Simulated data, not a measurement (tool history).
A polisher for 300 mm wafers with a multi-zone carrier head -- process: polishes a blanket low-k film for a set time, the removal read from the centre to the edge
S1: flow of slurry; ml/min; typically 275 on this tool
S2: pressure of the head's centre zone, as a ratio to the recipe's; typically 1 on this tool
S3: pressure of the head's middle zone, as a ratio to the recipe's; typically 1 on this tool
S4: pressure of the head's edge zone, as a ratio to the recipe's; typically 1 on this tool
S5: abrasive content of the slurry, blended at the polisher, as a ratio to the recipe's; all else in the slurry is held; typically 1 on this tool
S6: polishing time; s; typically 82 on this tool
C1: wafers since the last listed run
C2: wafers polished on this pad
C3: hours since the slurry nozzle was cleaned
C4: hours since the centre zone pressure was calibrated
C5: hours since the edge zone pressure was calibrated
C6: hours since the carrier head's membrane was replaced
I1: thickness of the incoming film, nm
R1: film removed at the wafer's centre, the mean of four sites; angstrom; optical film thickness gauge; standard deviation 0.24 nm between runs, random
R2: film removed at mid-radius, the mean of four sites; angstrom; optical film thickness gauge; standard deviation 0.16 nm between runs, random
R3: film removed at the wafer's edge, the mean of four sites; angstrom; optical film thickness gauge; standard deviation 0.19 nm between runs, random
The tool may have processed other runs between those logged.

run	day	S1	S2	S3	S4	S5	S6	C1	C2	C3	C4	C5	C6	I1	R1	R2	R3
1	0	275	1	1	1	1	82	0	302	28.6	1165.4	458.3	446.6	740.2	186	179	181
2	0.333	275	1	1.03	1	1	82	55	358	36.6	1173.4	466.3	454.6	719.7	184	183	181
# day 0.621: edge zone pressure recalibrated
3	0.779	340	1.08	1	1	1	82	60	418	47.3	1184.1	3.8	465.3	743	195	185	181
4	2.158	275	1	1	1	1	82	228	647	80.4	1217.2	36.9	498.4	723.1	184	179	180
5	2.529	275	1	1	1	1	82	61	709	89.3	1226.1	45.8	507.3	731.8	187	177	179
6	3.154	275	1	1	1	1	82	103	812	104.3	1241.1	60.8	522.3	719	180	180	179
# day 3.588: worn pad replaced by a new one
7	3.608	275	1	1.05	1	1	82	47	3	115.2	1252	71.7	533.2	727.1	182	187	180
8	3.917	245	1.06	1	1	1	74	51	54	122.6	1259.4	79.1	540.6	732.8	171	157	163
9	4.325	275	1	0.88	1	1.15	82	67	122	132.4	1269.2	88.9	550.4	731.5	193	169	190
10	5.046	275	1	1	1	1	82	119	242	149.7	1286.5	106.2	567.7	728.8	186	177	178
# day 5.35: centre zone pressure recalibrated
# day 5.45: carrier head's membrane replaced by a new one
11	5.742	275	1	1.1	1.1	1.15	82	84	327	166.4	9.4	122.9	7	723.7	194	203	198
12	6.175	275	1	1.03	1	1	82	71	399	176.8	19.8	133.3	17.4	729.2	189	183	179
13	6.904	275	0.91	1.08	1	1.1	103	121	520	194.3	37.3	150.8	34.9	742.2	230	250	239
14	7.238	180	0.96	1	0.89	1	82	55	575	202.3	45.3	158.8	42.9	727.9	171	170	162
15	7.979	275	1	1	1	1.25	82	123	698	220.1	63.1	176.6	60.7	720.2	198	194	194
16	8.354	275	1	1	1	1	82	62	760	229.1	72.1	185.6	69.7	729.8	183	177	182
17	9.079	275	0.89	0.94	0.97	0.8	82	120	881	246.5	89.5	203	87.1	735.9	156	153	159
# day 9.433: worn pad replaced by a new one
18	9.583	315	1	0.97	1.07	1	58	56	24	258.6	101.6	215.1	99.2	726	134	124	132
19	9.838	275	1	0.9	1	1	82	42	66	264.7	107.7	221.2	105.3	741.1	182	164	180
20	10.225	275	1	1.08	1	0.75	82	64	131	274	117	230.5	114.6	729.1	168	171	159
21	10.875	240	1.11	1	1	0.7	73	107	239	289.6	132.6	246.1	130.2	724.4	150	136	137
22	11.171	275	1	1	1	1	82	49	288	296.7	139.7	253.2	137.3	727.2	190	177	181
23	11.871	275	1	1	1	1	82	116	404	313.5	156.5	270	154.1	734	186	180	180

What if the next run were any one of these 3? Each begins from the tool's condition after run 23:
A	11.892	275	1	1	1	1	82	3	408	314	157	270.5	154.6	722.8	?	?	?
B	11.892	275	1	1	0.94	1	94	3	408	314	157	270.5	154.6	722.8	?	?	?
C	11.892	275	1	1	1	0.9	105	3	408	314	157	270.5	154.6	722.8	?	?	?

run	R1	R2	R3
A	181	177	181
B	208	203	202
C	223	217	222
With the hidden condition removed and each run's random variation left untouched, the same runs would have given:
run	R1	R2	R3
A	181	177	181
B	208	203	202
C	223	217	222
